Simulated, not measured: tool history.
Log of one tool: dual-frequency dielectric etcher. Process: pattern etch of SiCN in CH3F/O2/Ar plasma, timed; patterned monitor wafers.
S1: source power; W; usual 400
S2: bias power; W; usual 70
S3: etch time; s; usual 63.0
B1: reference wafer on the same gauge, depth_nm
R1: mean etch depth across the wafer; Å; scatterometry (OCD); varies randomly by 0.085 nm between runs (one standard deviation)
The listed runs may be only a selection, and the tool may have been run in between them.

run 1 hour=0.0 | S1=400 S2=70 S3=77.5 | B1=19.40 | R1=297.9
run 2 hour=11.4 | S1=400 S2=70 S3=77.5 | B1=19.41 | R1=297.7
run 3 hour=23.0 | S1=400 S2=70 S3=77.5 | B1=19.38 | R1=299.1
run 4 hour=40.8 | S1=400 S2=70 S3=63.0 | B1=19.39 | R1=241.2
run 5 hour=49.8 | S1=400 S2=70 S3=63.0 | B1=19.40 | R1=241.6
run 6 hour=109.9 | S1=400 S2=82 S3=63.0 | B1=19.40 | R1=260.7
run 7 hour=110.2 | S1=400 S2=82 S3=63.0 | B1=19.41 | R1=258.2
run 8 hour=110.6 | S1=400 S2=70 S3=63.0 | B1=19.42 | R1=234.9
run 9 hour=110.9 | S1=400 S2=70 S3=63.0 | B1=19.39 | R1=235.8
run 10 hour=111.2 | S1=400 S2=63 S3=63.0 | B1=19.37 | R1=223.4
run 11 hour=118.1 | S1=400 S2=63 S3=63.0 | B1=19.41 | R1=223.0
run 12 hour=131.2 | S1=400 S2=70 S3=69.5 | B1=19.41 | R1=261.5
run 13 hour=148.3 | S1=400 S2=70 S3=63.0 | B1=19.41 | R1=236.7
run 14 hour=163.4 | S1=400 S2=70 S3=63.0 | B1=19.41 | R1=235.2
run 15 hour=177.9 | S1=400 S2=70 S3=63.0 | B1=19.43 | R1=236.3
run 16 hour=187.9 | S1=400 S2=70 S3=63.0 | B1=19.41 | R1=237.6
run 17 hour=199.7 | S1=340 S2=53 S3=69.0 | B1=19.37 | R1=209.5
run 18 hour=207.0 | S1=400 S2=70 S3=79.0 | B1=19.41 | R1=297.2
run 19 hour=216.5 | S1=340 S2=53 S3=69.0 | B1=19.41 | R1=209.8
run 20 hour=233.6 | S1=350 S2=60 S3=50.5 | B1=19.40 | R1=167.9
run 21 hour=245.4 | S1=370 S2=70 S3=74.0 | B1=19.39 | R1=271.9
run 22 hour=256.1 | S1=480 S2=75 S3=79.5 | B1=19.42 | R1=332.2
run 23 hour=265.2 | S1=400 S2=57 S3=80.5 | B1=19.40 | R1=271.8
run 24 hour=272.4 | S1=400 S2=80 S3=79.0 | B1=19.39 | R1=323.1
run 25 hour=283.8 | S1=460 S2=55 S3=78.0 | B1=19.41 | R1=269.2

Removed from this log: 5 entries logged between the listed runs. Between which two listed runs does each belong, and how does the tool's hidden state at the listed run before it compare with that at the listed run after it?
Logged between run 5 and run 6: wet clean of the chamber (hour 85.6); upper electrode replaced (hour 109.4)
  etch rate over this chamber's usual, %: 2.72 -> 0.342
  measured result minus the result with no hidden state, R1: +6.4 -> +0.9 Å
Logged between run 13 and run 14: bias power generator calibrated (hour 159.6)
  etch rate over this chamber's usual, %: 0.545 -> 0.624
  measured result minus the result with no hidden state, R1: +1.3 -> +1.4 Å
Logged between run 16 and run 17: source power generator calibrated (hour 199.2)
  etch rate over this chamber's usual, %: 0.753 -> 0.816
  measured result minus the result with no hidden state, R1: +1.8 -> +1.7 Å
Logged between run 19 and run 20: gauge calibrated (hour 219.2)
  etch rate over this chamber's usual, %: 0.904 -> 0.994
  measured result minus the result with no hidden state, R1: +1.8 -> +1.6 Å

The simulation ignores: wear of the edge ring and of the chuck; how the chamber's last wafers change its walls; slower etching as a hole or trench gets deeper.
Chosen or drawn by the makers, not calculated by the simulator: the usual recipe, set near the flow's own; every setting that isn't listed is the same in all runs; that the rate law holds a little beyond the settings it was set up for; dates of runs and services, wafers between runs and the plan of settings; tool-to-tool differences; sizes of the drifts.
